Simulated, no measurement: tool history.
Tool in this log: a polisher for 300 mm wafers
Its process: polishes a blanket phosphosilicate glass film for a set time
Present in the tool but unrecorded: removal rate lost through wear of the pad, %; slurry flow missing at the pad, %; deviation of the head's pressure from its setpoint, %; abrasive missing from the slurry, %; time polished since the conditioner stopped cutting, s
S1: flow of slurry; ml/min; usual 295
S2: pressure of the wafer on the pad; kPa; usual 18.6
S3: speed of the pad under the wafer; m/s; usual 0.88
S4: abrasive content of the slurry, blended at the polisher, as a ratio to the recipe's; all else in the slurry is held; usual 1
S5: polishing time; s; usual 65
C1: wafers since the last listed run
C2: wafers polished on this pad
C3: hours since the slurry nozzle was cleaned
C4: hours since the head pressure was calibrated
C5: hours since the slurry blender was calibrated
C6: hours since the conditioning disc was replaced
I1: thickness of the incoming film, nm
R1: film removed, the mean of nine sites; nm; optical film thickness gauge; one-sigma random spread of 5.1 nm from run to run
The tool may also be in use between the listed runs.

Run 1, hour 0: usual settings; C1 0; C2 112; C3 308.4; C4 15.9; C5 8.3; C6 161.7; I1 2958.6. Result: R1 387.9 nm.
Run 2, hour 23.5: usual settings; C1 205; C2 317; C3 331.9; C4 39.4; C5 31.8; C6 185.2; I1 3001.5. Result: R1 376 nm.
Run 3, hour 52.1: usual settings; C1 249; C2 567; C3 360.5; C4 68; C5 60.4; C6 213.8; I1 3035.1. Result: R1 360.7 nm.
Run 4, hour 68.2: usual settings; C1 140; C2 707; C3 376.6; C4 84.1; C5 76.5; C6 229.9; I1 2975.3. Result: R1 351.5 nm.
Run 5, hour 89.4: usual settings but S4 1.05; C1 185; C2 893; C3 397.8; C4 105.3; C5 97.7; C6 251.1; I1 3065.5. Result: R1 363.4 nm.
Run 6, hour 103.2: usual settings; C1 120; C2 1013; C3 411.6; C4 119.1; C5 111.5; C6 264.9; I1 3064.4. Result: R1 346.1 nm.
Run 7, hour 123.9: usual settings; C1 180; C2 1194; C3 432.3; C4 139.8; C5 132.2; C6 285.6; I1 2977.3. Result: R1 352.9 nm.
At hour 139.7: slurry blender recalibrated.
Run 8, hour 141.5: usual settings; C1 136; C2 1330; C3 449.9; C4 157.4; C5 1.8; C6 303.2; I1 3033. Result: R1 395.6 nm.
At hour 148.3: worn pad replaced by a new one.
Run 9, hour 164.4: usual settings; C1 164; C2 140; C3 472.8; C4 180.3; C5 24.7; C6 326.1; I1 3053.3. Result: R1 380.3 nm.
Run 10, hour 182.2: usual settings; C1 155; C2 295; C3 490.6; C4 198.1; C5 42.5; C6 343.9; I1 3003.6. Result: R1 368.3 nm.
Run 11, hour 209.3: usual settings; C1 236; C2 532; C3 517.7; C4 225.2; C5 69.6; C6 371; I1 3009.4. Result: R1 367 nm.
Run 12, hour 226.2: usual settings; C1 147; C2 679; C3 534.6; C4 242.1; C5 86.5; C6 387.9; I1 3019. Result: R1 359.6 nm.
At hour 230.5: conditioning disc replaced and pad reconditioned.
Run 13, hour 256.3: usual settings but S5 72 s; C1 245; C2 925; C3 564.7; C4 272.2; C5 116.6; C6 25.8; I1 3034. Result: R1 391.7 nm.
At hour 304: slurry blender recalibrated.
At hour 316.8: worn pad replaced by a new one.
Run 14, hour 323.2: usual settings but S4 1.1; C1 531; C2 55; C3 631.6; C4 339.1; C5 19.2; C6 92.7; I1 3050. Result: R1 404.2 nm.
Run 15, hour 352.8: usual settings; C1 258; C2 313; C3 661.2; C4 368.7; C5 48.8; C6 122.3; I1 3007.9. Result: R1 372.8 nm.
Run 16, hour 373.5: usual settings but S4 1.25, S5 73 s; C1 180; C2 494; C3 681.9; C4 389.4; C5 69.5; C6 143; I1 2992.5. Result: R1 454.8 nm.
At hour 392.6: slurry nozzle cleaned.
Run 17, hour 406.6: usual settings but S3 0.96 m/s; C1 280; C2 774; C3 14; C4 422.5; C5 102.6; C6 176.1; I1 2979. Result: R1 385.6 nm.
At hour 435.2: slurry blender recalibrated.
Run 18, hour 437.6: usual settings but S3 1.08 m/s, S4 0.7, S5 71 s; C1 253; C2 1027; C3 45; C4 453.5; C5 2.4; C6 207.1; I1 3051.3. Result: R1 400.2 nm.
At hour 482.8: worn pad replaced by a new one.
Run 19, hour 521.4: usual settings but S3 0.58 m/s; C1 696; C2 336; C3 128.8; C4 537.3; C5 86.2; C6 290.9; I1 3030.2. Result: R1 259.4 nm.
At hour 539.4: head pressure recalibrated.
Run 20, hour 584.9: usual settings but S1 345 ml/min, S3 0.64 m/s, S5 44 s; C1 536; C2 873; C3 192.3; C4 45.5; C5 149.7; C6 354.4; I1 3017.2. Result: R1 188.3 nm.
At hour 608.1: slurry blender recalibrated.
Run 21, hour 608.6: usual settings but S3 0.96 m/s; C1 189; C2 1063; C3 216; C4 69.2; C5 0.5; C6 378.1; I1 3062.6. Result: R1 429.2 nm.
At hour 636.9: conditioning disc replaced and pad reconditioned.
Run 22, hour 637.4: usual settings but S1 245 ml/min, S2 24.8 kPa, S4 0.8, S5 45 s; C1 233; C2 1296; C3 244.8; C4 98; C5 29.3; C6 0.5; I1 2984.5. Result: R1 268.4 nm.
At hour 645.5: worn pad replaced by a new one.
Run 23, hour 666.5: usual settings; C1 219; C2 183; C3 273.9; C4 127.1; C5 58.4; C6 29.6; I1 3043.8. Result: R1 359.8 nm.
Run 24, hour 701: usual settings but S5 79 s; C1 301; C2 484; C3 308.4; C4 161.6; C5 92.9; C6 64.1; I1 3019.9. Result: R1 437 nm.
Run 25, hour 729.6: usual settings but S1 220 ml/min, S4 0.9; C1 249; C2 734; C3 337; C4 190.2; C5 121.5; C6 92.7; I1 3060.4. Result: R1 306.1 nm.

Below are 4 alternative next runs, each starting from the tool's condition after run 25. Predict each:
Run A, hour 730.1: usual settings but S3 0.66 m/s; C1 4; C2 738; C3 337.5; C4 190.7; C5 122; C6 93.2; I1 3013.8. Result: R1 ?.
Run B, hour 730.1: usual settings but S2 14.5 kPa, S3 0.74 m/s; C1 4; C2 738; C3 337.5; C4 190.7; C5 122; C6 93.2; I1 3013.8. Result: R1 ?.
Run C, hour 730.1: usual settings but S2 24.1 kPa; C1 4; C2 738; C3 337.5; C4 190.7; C5 122; C6 93.2; I1 3013.8. Result: R1 ?.
Run D, hour 730.1: usual settings but S1 360 ml/min, S2 22.1 kPa, S3 1.16 m/s, S4 0.85; C1 4; C2 738; C3 337.5; C4 190.7; C5 122; C6 93.2; I1 3013.8. Result: R1 ?.

run     R1
  A  278.7
  B  264.7
  C  413.2
  D  443.3
Had the tool no hidden state, the same runs would have come out as:
run     R1
  A  319.4
  B  303.3
  C  473.5
  D  515.1
